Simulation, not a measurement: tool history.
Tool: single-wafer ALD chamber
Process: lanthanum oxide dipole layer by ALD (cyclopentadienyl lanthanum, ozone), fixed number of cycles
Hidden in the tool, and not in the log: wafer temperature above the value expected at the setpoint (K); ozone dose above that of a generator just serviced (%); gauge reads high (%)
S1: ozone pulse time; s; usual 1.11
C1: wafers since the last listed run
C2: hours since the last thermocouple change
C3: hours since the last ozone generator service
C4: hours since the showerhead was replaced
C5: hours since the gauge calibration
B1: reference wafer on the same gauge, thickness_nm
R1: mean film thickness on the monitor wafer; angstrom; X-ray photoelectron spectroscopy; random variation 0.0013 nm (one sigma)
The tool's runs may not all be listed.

| run | hour | S1 | C1 | C2 | C3 | C4 | C5 | B1 | R1 |
|---|---|---|---|---|---|---|---|---|---|
| 1 | 0.0 | 1.25 | 0 | 973.8 | 336.2 | 7128.2 | 636.3 | 0.477 | 5.10 |
| 2 | 67.3 | 1.25 | 1422 | 1041.1 | 403.5 | 7195.5 | 703.6 | 0.477 | 5.12 |
| 3 | 101.3 | 1.25 | 718 | 1075.1 | 437.5 | 7229.5 | 737.6 | 0.477 | 5.12 |
| 4 | 143.8 | 1.11 | 898 | 1117.6 | 480.0 | 7272.0 | 780.1 | 0.477 | 4.96 |
| 5 | 175.0 | 1.37 | 659 | 1148.8 | 511.2 | 7303.2 | 811.3 | 0.477 | 5.23 |
|  | 194.8 | thermocouple changed; heater temperature recalibrated |
| 6 | 345.6 | 1.37 | 3435 | 150.8 | 681.8 | 7473.8 | 981.9 | 0.477 | 5.21 |
| 7 | 399.1 | 1.37 | 1130 | 204.3 | 735.3 | 7527.3 | 1035.4 | 0.477 | 5.19 |
| 8 | 439.3 | 0.90 | 849 | 244.5 | 775.5 | 7567.5 | 1075.6 | 0.477 | 4.68 |
| 9 | 488.2 | 0.90 | 1033 | 293.4 | 824.4 | 7616.4 | 1124.5 | 0.477 | 4.71 |
| 10 | 529.7 | 1.30 | 876 | 334.9 | 865.9 | 7657.9 | 1166.0 | 0.477 | 5.13 |
|  | 745.1 | showerhead replaced |
| 11 | 745.6 | 1.30 | 4392 | 550.8 | 1081.8 | 0.5 | 1381.9 | 0.477 | 5.15 |
| 12 | 777.3 | 1.11 | 669 | 582.5 | 1113.5 | 32.2 | 1413.6 | 0.477 | 4.98 |
| 13 | 869.2 | 1.44 | 1941 | 674.4 | 1205.4 | 124.1 | 1505.5 | 0.477 | 5.20 |
| 14 | 935.5 | 1.44 | 1400 | 740.7 | 1271.7 | 190.4 | 1571.8 | 0.477 | 5.24 |
| 15 | 980.3 | 1.33 | 946 | 785.5 | 1316.5 | 235.2 | 1616.6 | 0.477 | 5.16 |
| 16 | 1034.1 | 0.91 | 1136 | 839.3 | 1370.3 | 289.0 | 1670.4 | 0.477 | 4.67 |
| 17 | 1061.9 | 0.77 | 587 | 867.1 | 1398.1 | 316.8 | 1698.2 | 0.477 | 4.41 |
|  | 1081.7 | gauge calibrated |
| 18 | 1111.3 | 1.38 | 1043 | 916.5 | 1447.5 | 366.2 | 29.6 | 0.477 | 5.17 |
| 19 | 1180.2 | 1.11 | 1455 | 985.4 | 1516.4 | 435.1 | 98.5 | 0.477 | 4.95 |
|  | 1199.9 | ozone generator serviced |
| 20 | 1237.9 | 1.50 | 1050 | 1043.1 | 38.0 | 492.8 | 156.2 | 0.477 | 5.32 |
| 21 | 1284.5 | 0.83 | 984 | 1089.7 | 84.6 | 539.4 | 202.8 | 0.477 | 4.62 |
| 22 | 1321.9 | 1.11 | 790 | 1127.1 | 122.0 | 576.8 | 240.2 | 0.477 | 4.99 |
|  | 1339.0 | thermocouple changed; heater temperature recalibrated |
| 23 | 1391.1 | 1.11 | 1293 | 52.1 | 191.2 | 646.0 | 309.4 | 0.477 | 4.99 |
| 24 | 1458.5 | 0.79 | 1424 | 119.5 | 258.6 | 713.4 | 376.8 | 0.477 | 4.53 |
| 25 | 1523.2 | 0.93 | 1367 | 184.2 | 323.3 | 778.1 | 441.5 | 0.477 | 4.74 |
| 26 | 1581.1 | 0.85 | 1223 | 242.1 | 381.2 | 836.0 | 499.4 | 0.477 | 4.66 |
| 27 | 1645.6 | 0.76 | 1362 | 306.6 | 445.7 | 900.5 | 563.9 | 0.477 | 4.47 |
| 28 | 1697.3 | 1.34 | 1092 | 358.3 | 497.4 | 952.2 | 615.6 | 0.477 | 5.20 |
| 29 | 1740.5 | 1.41 | 912 | 401.5 | 540.6 | 995.4 | 658.8 | 0.477 | 5.25 |

Measured less the same run without the tool's hidden state. The same run-to-run variation is in both; the gauge's scatter may not be:
| run | R1 |
|---|---|
| 1 | -0.02 |
| 2 | -0.02 |
| 3 | -0.02 |
| 4 | -0.03 |
| 5 | -0.02 |
| 6 | -0.02 |
| 7 | -0.03 |
| 8 | -0.04 |
| 9 | -0.05 |
| 10 | -0.03 |
| 11 | -0.04 |
| 12 | -0.05 |
| 13 | -0.04 |
| 14 | -0.05 |
| 15 | -0.06 |
| 16 | -0.08 |
| 17 | -0.09 |
| 18 | -0.06 |
| 19 | -0.08 |
| 20 | +0.00 |
| 21 | -0.01 |
| 22 | -0.01 |
| 23 | -0.01 |
| 24 | -0.02 |
| 25 | -0.02 |
| 26 | -0.02 |
| 27 | -0.03 |
| 28 | -0.01 |
| 29 | -0.02 |

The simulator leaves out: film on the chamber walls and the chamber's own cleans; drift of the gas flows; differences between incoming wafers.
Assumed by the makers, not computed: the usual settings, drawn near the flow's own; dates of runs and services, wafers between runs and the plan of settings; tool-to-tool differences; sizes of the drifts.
